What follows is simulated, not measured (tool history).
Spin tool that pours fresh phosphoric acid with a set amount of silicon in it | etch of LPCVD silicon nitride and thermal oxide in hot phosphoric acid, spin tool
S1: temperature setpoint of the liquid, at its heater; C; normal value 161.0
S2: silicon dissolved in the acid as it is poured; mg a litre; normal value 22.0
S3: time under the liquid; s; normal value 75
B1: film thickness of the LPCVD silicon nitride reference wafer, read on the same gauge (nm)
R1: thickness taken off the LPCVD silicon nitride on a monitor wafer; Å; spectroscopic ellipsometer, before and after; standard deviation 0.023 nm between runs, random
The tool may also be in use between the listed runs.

{"run": 1, "day": 0.0, "S1": 161.0, "S2": 22.0, "S3": 105, "B1": 70.0, "R1": 100.9}
{"run": 2, "day": 0.638, "S1": 161.0, "S2": 22.0, "S3": 75, "B1": 70.0, "R1": 71.9}
{"run": 3, "day": 1.638, "S1": 159.5, "S2": 22.0, "S3": 75, "B1": 69.97, "R1": 68.5}
{"run": 4, "day": 2.162, "S1": 163.0, "S2": 22.0, "S3": 90, "B1": 70.03, "R1": 92.5}
{"run": 5, "day": 3.2, "S1": 161.0, "S2": 22.0, "S3": 75, "B1": 69.98, "R1": 72.0}
{"day": 3.338, "done": "dissolved silicon flow meter replaced"}
{"run": 6, "day": 4.592, "S1": 160.0, "S2": 6.0, "S3": 45, "B1": 70.02, "R1": 41.6}
{"run": 7, "day": 5.162, "S1": 161.0, "S2": 22.0, "S3": 75, "B1": 70.01, "R1": 72.0}
{"run": 8, "day": 6.512, "S1": 161.0, "S2": 32.0, "S3": 75, "B1": 70.02, "R1": 71.7}
{"run": 9, "day": 7.746, "S1": 161.0, "S2": 33.5, "S3": 110, "B1": 69.99, "R1": 104.6}
{"run": 10, "day": 8.988, "S1": 161.0, "S2": 15.0, "S3": 75, "B1": 70.01, "R1": 71.5}
{"day": 9.204, "done": "gauge calibrated"}
{"run": 11, "day": 9.929, "S1": 161.0, "S2": 22.0, "S3": 75, "B1": 70.03, "R1": 71.8}
{"run": 12, "day": 10.908, "S1": 158.5, "S2": 15.5, "S3": 45, "B1": 70.02, "R1": 39.3}
{"run": 13, "day": 12.404, "S1": 160.0, "S2": 22.0, "S3": 75, "B1": 69.99, "R1": 68.8}

What will run 14 give?
{"run": 14, "day": 13.042, "S1": 162.0, "S2": 22.0, "S3": 75, "B1": "?", "R1": "?"}

{"run 14": {"B1": 70.0, "R1": 73.3}}
On a tool with no hidden condition, and with the same random variation, this run would have come out at R1 74.5 Å.

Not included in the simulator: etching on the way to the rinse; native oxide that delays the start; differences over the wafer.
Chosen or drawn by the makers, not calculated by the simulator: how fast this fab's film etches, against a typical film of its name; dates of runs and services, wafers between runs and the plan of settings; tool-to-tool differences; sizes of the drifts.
